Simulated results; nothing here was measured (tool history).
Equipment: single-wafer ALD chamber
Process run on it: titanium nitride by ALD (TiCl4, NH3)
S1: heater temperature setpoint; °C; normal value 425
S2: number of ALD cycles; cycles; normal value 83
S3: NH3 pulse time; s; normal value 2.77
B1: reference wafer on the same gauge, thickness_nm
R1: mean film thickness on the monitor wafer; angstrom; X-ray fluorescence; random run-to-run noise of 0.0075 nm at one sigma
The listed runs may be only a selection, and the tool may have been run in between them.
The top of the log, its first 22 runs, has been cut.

{"run": 23, "hour": 1348.4, "S1": 425, "S2": 67, "S3": 1.85, "B1": 2.233, "R1": 16.56}
{"hour": 1376.8, "done": "thermocouple changed; heater temperature recalibrated"}
{"run": 24, "hour": 1408.2, "S1": 430, "S2": 70, "S3": 2.77, "B1": 2.232, "R1": 17.78}
{"run": 25, "hour": 1464.6, "S1": 425, "S2": 88, "S3": 2.77, "B1": 2.231, "R1": 22.45}
{"run": 26, "hour": 1506.2, "S1": 437, "S2": 68, "S3": 2.77, "B1": 2.233, "R1": 17.24}
{"run": 27, "hour": 1568.6, "S1": 410, "S2": 83, "S3": 2.77, "B1": 2.238, "R1": 21.03}
{"run": 28, "hour": 1647.7, "S1": 431, "S2": 94, "S3": 3.42, "B1": 2.232, "R1": 24.03}
{"hour": 1677.6, "done": "gauge calibrated"}
{"run": 29, "hour": 1691.1, "S1": 425, "S2": 83, "S3": 1.85, "B1": 2.174, "R1": 19.99}
{"run": 30, "hour": 1738.9, "S1": 425, "S2": 95, "S3": 3.18, "B1": 2.181, "R1": 23.59}
{"run": 31, "hour": 1783.4, "S1": 432, "S2": 71, "S3": 3.62, "B1": 2.186, "R1": 17.64}
{"run": 32, "hour": 1839.1, "S1": 425, "S2": 83, "S3": 2.77, "B1": 2.191, "R1": 20.72}
{"run": 33, "hour": 1865.7, "S1": 425, "S2": 93, "S3": 3.74, "B1": 2.195, "R1": 23.4}
{"run": 34, "hour": 1927.7, "S1": 425, "S2": 83, "S3": 3.7, "B1": 2.199, "R1": 20.87}
{"run": 35, "hour": 1953.2, "S1": 410, "S2": 83, "S3": 3.16, "B1": 2.204, "R1": 20.76}
{"run": 36, "hour": 2003.2, "S1": 425, "S2": 95, "S3": 2.77, "B1": 2.205, "R1": 23.86}
{"run": 37, "hour": 2061.8, "S1": 425, "S2": 96, "S3": 2.48, "B1": 2.208, "R1": 23.85}
{"run": 38, "hour": 2110.2, "S1": 418, "S2": 89, "S3": 3.59, "B1": 2.213, "R1": 22.6}
{"run": 39, "hour": 2151.9, "S1": 425, "S2": 77, "S3": 2.24, "B1": 2.216, "R1": 19.1}
{"run": 40, "hour": 2176.9, "S1": 420, "S2": 75, "S3": 2.31, "B1": 2.215, "R1": 18.67}

Forecast each of these 4 alternatives for the next run:
{"run": "A", "hour": 2177.5, "S1": 425, "S2": 83, "S3": 2.77, "B1": "?", "R1": "?"}
{"run": "B", "hour": 2177.5, "S1": 438, "S2": 83, "S3": 3.54, "B1": "?", "R1": "?"}
{"run": "C", "hour": 2177.5, "S1": 439, "S2": 78, "S3": 3.17, "B1": "?", "R1": "?"}
{"run": "D", "hour": 2177.5, "S1": 425, "S2": 71, "S3": 2.77, "B1": "?", "R1": "?"}

run=A B1=2.211 R1=20.8
run=B B1=2.211 R1=20.91
run=C B1=2.211 R1=19.59
run=D B1=2.211 R1=17.79
What these runs would have given with no unlogged condition in the tool:
run=A R1=20.39
run=B R1=20.49
run=C R1=19.21
run=D R1=17.44

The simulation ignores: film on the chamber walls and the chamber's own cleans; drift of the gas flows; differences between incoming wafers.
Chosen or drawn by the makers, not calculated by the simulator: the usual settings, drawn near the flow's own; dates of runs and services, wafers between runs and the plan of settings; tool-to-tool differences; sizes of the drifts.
